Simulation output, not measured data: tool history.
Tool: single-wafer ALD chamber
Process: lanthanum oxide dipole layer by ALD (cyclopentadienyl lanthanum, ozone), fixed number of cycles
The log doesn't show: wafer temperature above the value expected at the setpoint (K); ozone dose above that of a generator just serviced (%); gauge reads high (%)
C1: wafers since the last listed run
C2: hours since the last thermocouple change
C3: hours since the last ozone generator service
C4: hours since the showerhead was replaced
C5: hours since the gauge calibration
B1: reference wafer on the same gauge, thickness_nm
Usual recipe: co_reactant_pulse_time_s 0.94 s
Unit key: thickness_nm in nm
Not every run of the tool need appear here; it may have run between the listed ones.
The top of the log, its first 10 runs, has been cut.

Run 11, hour 120.7: usual settings; C1 190; C2 2303.9; C3 1689.9; C4 3618.8; C5 386.1; B1 0.427. Result: thickness_nm 0.456 nm.
Run 12, hour 141.6: usual settings; C1 271; C2 2324.8; C3 1710.8; C4 3639.7; C5 407; B1 0.427. Result: thickness_nm 0.458 nm.
At hour 164.9: ozone generator serviced.
Run 13, hour 165.4: usual settings; C1 205; C2 2348.6; C3 0.5; C4 3663.5; C5 430.8; B1 0.428. Result: thickness_nm 0.498 nm.
Run 14, hour 166.6: usual settings; C1 15; C2 2349.8; C3 1.7; C4 3664.7; C5 432; B1 0.427. Result: thickness_nm 0.495 nm.
Run 15, hour 178.6: usual settings; C1 155; C2 2361.8; C3 13.7; C4 3676.7; C5 444; B1 0.427. Result: thickness_nm 0.497 nm.
Run 16, hour 191.2: usual settings; C1 163; C2 2374.4; C3 26.3; C4 3689.3; C5 456.6; B1 0.427. Result: thickness_nm 0.497 nm.
Run 17, hour 200.9: usual settings but co_reactant_pulse_time_s 0.79 s; C1 125; C2 2384.1; C3 36; C4 3699; C5 466.3; B1 0.427. Result: thickness_nm 0.458 nm.
Run 18, hour 207: usual settings; C1 79; C2 2390.2; C3 42.1; C4 3705.1; C5 472.4; B1 0.427. Result: thickness_nm 0.494 nm.
Run 19, hour 218.6: usual settings but co_reactant_pulse_time_s 1.17 s; C1 150; C2 2401.8; C3 53.7; C4 3716.7; C5 484; B1 0.427. Result: thickness_nm 0.534 nm.
Run 20, hour 233: usual settings but co_reactant_pulse_time_s 0.7 s; C1 186; C2 2416.2; C3 68.1; C4 3731.1; C5 498.4; B1 0.427. Result: thickness_nm 0.424 nm.
At hour 242.9: thermocouple changed; heater temperature recalibrated.
Run 21, hour 243.4: usual settings but co_reactant_pulse_time_s 0.78 s; C1 31; C2 0.5; C3 78.5; C4 3741.5; C5 508.8; B1 0.427. Result: thickness_nm 0.452 nm.
Run 22, hour 249.4: usual settings but co_reactant_pulse_time_s 1.14 s; C1 77; C2 6.5; C3 84.5; C4 3747.5; C5 514.8; B1 0.427. Result: thickness_nm 0.528 nm.
Run 23, hour 259.7: usual settings but co_reactant_pulse_time_s 0.61 s; C1 133; C2 16.8; C3 94.8; C4 3757.8; C5 525.1; B1 0.427. Result: thickness_nm 0.384 nm.
At hour 261.5: gauge calibrated.
Run 24, hour 270.5: usual settings but co_reactant_pulse_time_s 0.79 s; C1 140; C2 27.6; C3 105.6; C4 3768.6; C5 9; B1 0.427. Result: thickness_nm 0.452 nm.
Run 25, hour 287.3: usual settings; C1 218; C2 44.4; C3 122.4; C4 3785.4; C5 25.8; B1 0.427. Result: thickness_nm 0.492 nm.
At hour 305.4: showerhead replaced.
Run 26, hour 305.9: usual settings; C1 137; C2 63; C3 141; C4 0.5; C5 44.4; B1 0.427. Result: thickness_nm 0.493 nm.
Run 27, hour 312: usual settings but co_reactant_pulse_time_s 0.6 s; C1 79; C2 69.1; C3 147.1; C4 6.6; C5 50.5; B1 0.427. Result: thickness_nm 0.377 nm.
Run 28, hour 320.8: usual settings but co_reactant_pulse_time_s 1.31 s; C1 114; C2 77.9; C3 155.9; C4 15.4; C5 59.3; B1 0.427. Result: thickness_nm 0.546 nm.
Run 29, hour 328.9: usual settings but co_reactant_pulse_time_s 0.65 s; C1 105; C2 86; C3 164; C4 23.5; C5 67.4; B1 0.427. Result: thickness_nm 0.401 nm.
Run 30, hour 340.2: usual settings but co_reactant_pulse_time_s 1.08 s; C1 146; C2 97.3; C3 175.3; C4 34.8; C5 78.7; B1 0.427. Result: thickness_nm 0.516 nm.
Run 31, hour 352.6: usual settings but co_reactant_pulse_time_s 1.19 s; C1 160; C2 109.7; C3 187.7; C4 47.2; C5 91.1; B1 0.427. Result: thickness_nm 0.533 nm.
Run 32, hour 369.9: usual settings; C1 224; C2 127; C3 205; C4 64.5; C5 108.4; B1 0.427. Result: thickness_nm 0.487 nm.
Run 33, hour 377.1: usual settings but co_reactant_pulse_time_s 0.75 s; C1 93; C2 134.2; C3 212.2; C4 71.7; C5 115.6; B1 0.427. Result: thickness_nm 0.436 nm.
Run 34, hour 391.2: usual settings but co_reactant_pulse_time_s 0.63 s; C1 183; C2 148.3; C3 226.3; C4 85.8; C5 129.7; B1 0.427. Result: thickness_nm 0.387 nm.
Run 35, hour 405.2: usual settings but co_reactant_pulse_time_s 1.3 s; C1 181; C2 162.3; C3 240.3; C4 99.8; C5 143.7; B1 0.427. Result: thickness_nm 0.541 nm.

3 ways to go on from here, each from the tool as it stands after run 35. What would each give?
Run A, hour 405.6: usual settings but co_reactant_pulse_time_s 0.72 s; C1 5; C2 162.7; C3 240.7; C4 100.2; C5 144.1; B1 ?. Result: thickness_nm ?.
Run B, hour 405.6: usual settings but co_reactant_pulse_time_s 1.29 s; C1 5; C2 162.7; C3 240.7; C4 100.2; C5 144.1; B1 ?. Result: thickness_nm ?.
Run C, hour 405.6: usual settings but co_reactant_pulse_time_s 0.68 s; C1 5; C2 162.7; C3 240.7; C4 100.2; C5 144.1; B1 ?. Result: thickness_nm ?.

run     B1  thickness_nm
  A  0.427         0.422
  B  0.427         0.541
  C  0.427         0.407
Without the tool's hidden state the same runs would have given:
run  thickness_nm
  A         0.436
  B         0.549
  C         0.421

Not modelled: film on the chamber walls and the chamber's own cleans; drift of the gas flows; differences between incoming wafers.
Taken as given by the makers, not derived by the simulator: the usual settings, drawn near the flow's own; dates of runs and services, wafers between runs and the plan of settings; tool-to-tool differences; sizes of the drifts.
